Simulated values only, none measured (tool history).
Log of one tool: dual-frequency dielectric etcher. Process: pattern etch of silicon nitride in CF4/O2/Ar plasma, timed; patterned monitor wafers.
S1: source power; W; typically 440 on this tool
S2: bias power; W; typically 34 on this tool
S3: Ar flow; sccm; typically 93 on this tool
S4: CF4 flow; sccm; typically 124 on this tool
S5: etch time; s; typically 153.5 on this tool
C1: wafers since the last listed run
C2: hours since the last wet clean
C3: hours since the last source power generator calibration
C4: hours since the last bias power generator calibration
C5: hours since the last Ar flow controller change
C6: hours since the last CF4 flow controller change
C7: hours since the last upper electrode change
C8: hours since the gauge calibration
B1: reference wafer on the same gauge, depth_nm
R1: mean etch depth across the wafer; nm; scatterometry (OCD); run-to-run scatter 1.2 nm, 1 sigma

run	hour	S1	S2	S3	S4	S5	C1	C2	C3	C4	C5	C6	C7	C8	B1	R1
1	0.0	440	34	93	124	153.5	0	436.2	2765.7	4823.9	1444.9	3233.1	3598.0	297.6	266.0	245.5
2	33.2	440	34	93	124	153.5	161	469.4	2798.9	4857.1	1478.1	3266.3	3631.2	330.8	265.7	245.8
3	46.2	440	34	93	124	153.5	63	482.4	2811.9	4870.1	1491.1	3279.3	3644.2	343.8	267.0	245.5
4	62.9	410	34	93	133	153.5	81	499.1	2828.6	4886.8	1507.8	3296.0	3660.9	360.5	265.7	232.9
# hour 149.1: gauge calibrated
# hour 160.2: wet clean of the chamber
5	160.7	410	34	93	133	153.5	358	0.5	2926.4	4984.6	1605.6	3393.8	3758.7	11.6	265.8	223.3
6	167.9	440	34	93	124	153.5	34	7.7	2933.6	4991.8	1612.8	3401.0	3765.9	18.8	266.1	234.7
# hour 180.0: bias power generator calibrated
# hour 183.8: CF4 flow controller replaced
7	194.0	440	34	93	124	153.5	89	33.8	2959.7	14.0	1638.9	10.2	3792.0	44.9	265.1	232.6
# hour 203.7: source power generator calibrated
# hour 209.1: Ar flow controller replaced
8	217.2	440	34	93	124	153.5	67	57.0	13.5	37.2	8.1	33.4	3815.2	68.1	266.3	234.8
9	287.3	350	34	106	111	153.5	340	127.1	83.6	107.3	78.2	103.5	3885.3	138.2	265.9	191.0
# hour 318.2: upper electrode replaced
10	320.9	440	34	93	124	153.5	46	160.7	117.2	140.9	111.8	137.1	2.7	171.8	266.3	236.9
11	334.7	530	30	93	124	153.5	67	174.5	131.0	154.7	125.6	150.9	16.5	185.6	266.1	267.8

Expected results for the next run?
12	351.4	440	34	93	124	153.5	81	191.2	147.7	171.4	142.3	167.6	33.2	202.3	?	?

{"run 12": {"B1": 267.0, "R1": 238.8}}
Had the tool carried no hidden state, the very same run would have given R1 234.2 nm.
